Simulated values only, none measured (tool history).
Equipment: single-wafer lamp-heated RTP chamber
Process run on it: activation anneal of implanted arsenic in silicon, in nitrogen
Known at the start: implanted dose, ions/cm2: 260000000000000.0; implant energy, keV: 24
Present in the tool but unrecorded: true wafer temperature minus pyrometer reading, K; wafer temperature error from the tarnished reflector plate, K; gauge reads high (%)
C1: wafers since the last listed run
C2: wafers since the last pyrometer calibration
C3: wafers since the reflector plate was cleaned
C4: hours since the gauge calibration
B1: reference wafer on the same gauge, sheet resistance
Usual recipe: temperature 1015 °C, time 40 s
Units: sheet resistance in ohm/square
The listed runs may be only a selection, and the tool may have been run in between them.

{"run": 1, "hour": 0.0, "temperature": 1015, "time": 40, "C1": 0, "C2": 646, "C3": 13152, "C4": 1062.5, "B1": 351.46, "sheet resistance": 342.53}
{"run": 2, "hour": 94.7, "temperature": 1032, "time": 40, "C1": 1543, "C2": 2190, "C3": 14696, "C4": 1157.2, "B1": 350.82, "sheet resistance": 340.99}
{"hour": 162.9, "done": "reflector plate cleaned"}
{"run": 3, "hour": 202.0, "temperature": 1015, "time": 40, "C1": 1618, "C2": 3808, "C3": 637, "C4": 1264.5, "B1": 350.91, "sheet resistance": 343.88}
{"run": 4, "hour": 274.5, "temperature": 1015, "time": 40, "C1": 1181, "C2": 4990, "C3": 1819, "C4": 1337, "B1": 350.29, "sheet resistance": 342.95}
{"run": 5, "hour": 332.9, "temperature": 1015, "time": 40, "C1": 951, "C2": 5942, "C3": 2771, "C4": 1395.4, "B1": 350.1, "sheet resistance": 339.87}
{"run": 6, "hour": 394.7, "temperature": 1001, "time": 40, "C1": 1007, "C2": 6949, "C3": 3778, "C4": 1457.2, "B1": 349.96, "sheet resistance": 341.16}
{"hour": 477.3, "done": "pyrometer window cleaned and pyrometer calibrated"}
{"run": 7, "hour": 500.4, "temperature": 1001, "time": 40, "C1": 1592, "C2": 377, "C3": 5371, "C4": 1562.9, "B1": 349.63, "sheet resistance": 342.51}
{"run": 8, "hour": 595.5, "temperature": 1015, "time": 40, "C1": 1550, "C2": 1927, "C3": 6921, "C4": 1658, "B1": 349.74, "sheet resistance": 341.55}
{"run": 9, "hour": 669.6, "temperature": 1031, "time": 40, "C1": 1207, "C2": 3135, "C3": 8129, "C4": 1732.1, "B1": 349.72, "sheet resistance": 335.63}
{"run": 10, "hour": 768.3, "temperature": 1031, "time": 40, "C1": 1608, "C2": 4744, "C3": 9738, "C4": 1830.8, "B1": 349.55, "sheet resistance": 334.37}
{"run": 11, "hour": 818.7, "temperature": 1015, "time": 40, "C1": 821, "C2": 5565, "C3": 10559, "C4": 1881.2, "B1": 349.54, "sheet resistance": 337.78}
{"run": 12, "hour": 875.3, "temperature": 1015, "time": 48, "C1": 922, "C2": 6488, "C3": 11482, "C4": 1937.8, "B1": 349.32, "sheet resistance": 338.48}
{"hour": 947.1, "done": "gauge calibrated"}
{"run": 13, "hour": 953.3, "temperature": 994, "time": 56, "C1": 1271, "C2": 7759, "C3": 12753, "C4": 6.2, "B1": 363.65, "sheet resistance": 357.19}
{"hour": 966.7, "done": "reflector plate cleaned"}
{"hour": 1006.0, "done": "pyrometer window cleaned and pyrometer calibrated"}
{"run": 14, "hour": 1009.6, "temperature": 994, "time": 56, "C1": 656, "C2": 58, "C3": 569, "C4": 62.5, "B1": 362.76, "sheet resistance": 354.79}
{"run": 15, "hour": 1054.3, "temperature": 1015, "time": 40, "C1": 728, "C2": 786, "C3": 1297, "C4": 107.2, "B1": 362.02, "sheet resistance": 353.76}
{"run": 16, "hour": 1122.3, "temperature": 1015, "time": 40, "C1": 1108, "C2": 1895, "C3": 2406, "C4": 175.2, "B1": 361, "sheet resistance": 352.79}
{"run": 17, "hour": 1182.0, "temperature": 1015, "time": 24, "C1": 973, "C2": 2868, "C3": 3379, "C4": 234.9, "B1": 360.15, "sheet resistance": 353.46}
{"run": 18, "hour": 1232.2, "temperature": 1044, "time": 29, "C1": 818, "C2": 3686, "C3": 4197, "C4": 285.1, "B1": 359.08, "sheet resistance": 348.19}
{"run": 19, "hour": 1269.0, "temperature": 1031, "time": 40, "C1": 599, "C2": 4286, "C3": 4797, "C4": 321.9, "B1": 358.29, "sheet resistance": 346.58}
{"run": 20, "hour": 1340.9, "temperature": 1015, "time": 33, "C1": 1172, "C2": 5458, "C3": 5969, "C4": 393.8, "B1": 357.43, "sheet resistance": 348.53}
{"run": 21, "hour": 1384.5, "temperature": 1015, "time": 40, "C1": 710, "C2": 6169, "C3": 6680, "C4": 437.4, "B1": 357.21, "sheet resistance": 346.94}
{"run": 22, "hour": 1432.1, "temperature": 1030, "time": 40, "C1": 775, "C2": 6945, "C3": 7455, "C4": 485, "B1": 356.87, "sheet resistance": 346.25}
{"run": 23, "hour": 1488.8, "temperature": 985, "time": 31, "C1": 924, "C2": 7869, "C3": 8380, "C4": 541.7, "B1": 355.99, "sheet resistance": 354.47}
{"run": 24, "hour": 1540.9, "temperature": 1015, "time": 62, "C1": 849, "C2": 8718, "C3": 9229, "C4": 593.8, "B1": 355.75, "sheet resistance": 344.62}
{"hour": 1592.4, "done": "pyrometer window cleaned and pyrometer calibrated"}
{"run": 25, "hour": 1592.9, "temperature": 1043, "time": 59, "C1": 717, "C2": 7, "C3": 9946, "C4": 645.8, "B1": 355.2, "sheet resistance": 338.07}
{"run": 26, "hour": 1645.8, "temperature": 999, "time": 60, "C1": 862, "C2": 870, "C3": 10809, "C4": 698.7, "B1": 354.69, "sheet resistance": 345.58}
{"run": 27, "hour": 1728.7, "temperature": 993, "time": 52, "C1": 1351, "C2": 2221, "C3": 12160, "C4": 781.6, "B1": 354.39, "sheet resistance": 345.61}
{"hour": 1781.2, "done": "reflector plate cleaned"}
{"run": 28, "hour": 1800.3, "temperature": 997, "time": 16, "C1": 1036, "C2": 3258, "C3": 311, "C4": 853.2, "B1": 353.65, "sheet resistance": 353.22}
{"run": 29, "hour": 1885.2, "temperature": 1002, "time": 40, "C1": 1383, "C2": 4642, "C3": 1695, "C4": 938.1, "B1": 353.42, "sheet resistance": 346.05}
{"run": 30, "hour": 1940.3, "temperature": 989, "time": 40, "C1": 898, "C2": 5540, "C3": 2593, "C4": 993.2, "B1": 353.29, "sheet resistance": 345.07}
{"run": 31, "hour": 2020.1, "temperature": 1015, "time": 40, "C1": 1300, "C2": 6841, "C3": 3894, "C4": 1073, "B1": 352.47, "sheet resistance": 341.6}
{"run": 32, "hour": 2079.5, "temperature": 1027, "time": 47, "C1": 968, "C2": 7809, "C3": 4862, "C4": 1132.4, "B1": 352.68, "sheet resistance": 341.15}

Below, some changes in sheet resistance between adjacent runs. For each, the amount present without the hidden state too (settings, incoming material, random variation) and the amount remaining for the hidden state with gauge scatter not shared by both compared results:
Run 12 -> 13: temperature 1015 -> 994, time 48 -> 56, gauge calibrated. sheet resistance +18.71 ohm/square: hidden state +14.11, all else +4.6.
Run 13 -> 14: reflector plate cleaned, pyrometer window cleaned and pyrometer calibrated. sheet resistance -2.4 ohm/square: hidden state -1.12, all else -1.28.
Run 15 -> 16: no setting touched and nothing written in the log between the runs. sheet resistance -0.97 ohm/square: hidden state -1.16, all else +0.19.
Run 22 -> 23: temperature 1030 -> 985, time 40 -> 31. sheet resistance +8.22 ohm/square: hidden state -0.73, all else +8.95.
Run 23 -> 24: temperature 985 -> 1015, time 31 -> 62. sheet resistance -9.85 ohm/square: hidden state -0.24, all else -9.61.

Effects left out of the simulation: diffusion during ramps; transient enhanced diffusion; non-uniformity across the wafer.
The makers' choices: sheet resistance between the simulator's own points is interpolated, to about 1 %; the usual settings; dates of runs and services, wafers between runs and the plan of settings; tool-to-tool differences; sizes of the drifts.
